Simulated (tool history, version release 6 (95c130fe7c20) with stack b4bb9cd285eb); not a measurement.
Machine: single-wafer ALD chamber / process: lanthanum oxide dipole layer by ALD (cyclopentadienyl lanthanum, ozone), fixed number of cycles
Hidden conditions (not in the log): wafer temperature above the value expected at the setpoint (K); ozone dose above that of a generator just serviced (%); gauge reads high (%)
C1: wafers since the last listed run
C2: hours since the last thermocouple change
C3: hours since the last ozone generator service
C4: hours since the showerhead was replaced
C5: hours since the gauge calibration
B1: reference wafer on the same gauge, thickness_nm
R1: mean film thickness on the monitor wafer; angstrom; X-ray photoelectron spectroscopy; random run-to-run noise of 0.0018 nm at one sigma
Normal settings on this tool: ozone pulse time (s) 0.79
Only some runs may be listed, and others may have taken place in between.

Run 1, hour 0: usual settings but ozone pulse time (s) 0.56; C1 0; C2 1444.3; C3 1232.1; C4 3037.6; C5 201.4; B1 0.362. Result: R1 3.09 angstrom.
Run 2, hour 24.3: usual settings but ozone pulse time (s) 0.56; C1 335; C2 1468.6; C3 1256.4; C4 3061.9; C5 225.7; B1 0.362. Result: R1 3.1 angstrom.
Run 3, hour 55.5: usual settings but ozone pulse time (s) 0.56; C1 430; C2 1499.8; C3 1287.6; C4 3093.1; C5 256.9; B1 0.362. Result: R1 3.08 angstrom.
Run 4, hour 89.9: usual settings; C1 474; C2 1534.2; C3 1322; C4 3127.5; C5 291.3; B1 0.362. Result: R1 4.03 angstrom.
Run 5, hour 121: usual settings; C1 429; C2 1565.3; C3 1353.1; C4 3158.6; C5 322.4; B1 0.362. Result: R1 4.05 angstrom.
Run 6, hour 153.8: usual settings; C1 452; C2 1598.1; C3 1385.9; C4 3191.4; C5 355.2; B1 0.362. Result: R1 4.03 angstrom.
Run 7, hour 189.6: usual settings; C1 494; C2 1633.9; C3 1421.7; C4 3227.2; C5 391; B1 0.362. Result: R1 4.01 angstrom.
Run 8, hour 218: usual settings; C1 391; C2 1662.3; C3 1450.1; C4 3255.6; C5 419.4; B1 0.362. Result: R1 3.98 angstrom.
Run 9, hour 240.5: usual settings; C1 310; C2 1684.8; C3 1472.6; C4 3278.1; C5 441.9; B1 0.362. Result: R1 3.99 angstrom.
At hour 254.1: showerhead replaced.
Run 10, hour 287: usual settings but ozone pulse time (s) 0.56; C1 531; C2 1731.3; C3 1519.1; C4 32.9; C5 488.4; B1 0.362. Result: R1 3.01 angstrom.
At hour 300.4: gauge calibrated.
Run 11, hour 302.1: usual settings; C1 208; C2 1746.4; C3 1534.2; C4 48; C5 1.7; B1 0.362. Result: R1 3.94 angstrom.
At hour 324.1: thermocouple changed; heater temperature recalibrated.
Run 12, hour 336.5: usual settings but ozone pulse time (s) 0.99; C1 364; C2 12.4; C3 1568.6; C4 82.4; C5 36.1; B1 0.362. Result: R1 4.49 angstrom.
Run 13, hour 382.9: usual settings; C1 640; C2 58.8; C3 1615; C4 128.8; C5 82.5; B1 0.362. Result: R1 3.94 angstrom.
At hour 394.4: ozone generator serviced.
Run 14, hour 408.2: usual settings but ozone pulse time (s) 0.71; C1 238; C2 84.1; C3 13.8; C4 154.1; C5 107.8; B1 0.362. Result: R1 4.18 angstrom.
Run 15, hour 430.1: usual settings but ozone pulse time (s) 1.03; C1 302; C2 106; C3 35.7; C4 176; C5 129.7; B1 0.362. Result: R1 5 angstrom.
Run 16, hour 457.5: usual settings but ozone pulse time (s) 1; C1 378; C2 133.4; C3 63.1; C4 203.4; C5 157.1; B1 0.362. Result: R1 4.91 angstrom.
Run 17, hour 477.3: usual settings but ozone pulse time (s) 1.08; C1 273; C2 153.2; C3 82.9; C4 223.2; C5 176.9; B1 0.362. Result: R1 5.04 angstrom.
Run 18, hour 499: usual settings; C1 299; C2 174.9; C3 104.6; C4 244.9; C5 198.6; B1 0.362. Result: R1 4.44 angstrom.
Run 19, hour 511.9: usual settings but ozone pulse time (s) 1.07; C1 178; C2 187.8; C3 117.5; C4 257.8; C5 211.5; B1 0.362. Result: R1 5.02 angstrom.

Selected run-to-run steps in R1, each split into two signed amounts: the part the tool would show with no hidden state at all (from settings, incoming material and random variation), and the remainder, which goes to the hidden state together with any gauge scatter not common to the measured and the hidden-state-free results:
Run 9 -> 10: ozone pulse time (s) 0.79 -> 0.56, showerhead replaced. R1 -0.98 angstrom: hidden state -0.05, all else -0.93.
Run 13 -> 14: ozone pulse time (s) 0.79 -> 0.71, ozone generator serviced. R1 +0.24 angstrom: hidden state +0.51, all else -0.27.

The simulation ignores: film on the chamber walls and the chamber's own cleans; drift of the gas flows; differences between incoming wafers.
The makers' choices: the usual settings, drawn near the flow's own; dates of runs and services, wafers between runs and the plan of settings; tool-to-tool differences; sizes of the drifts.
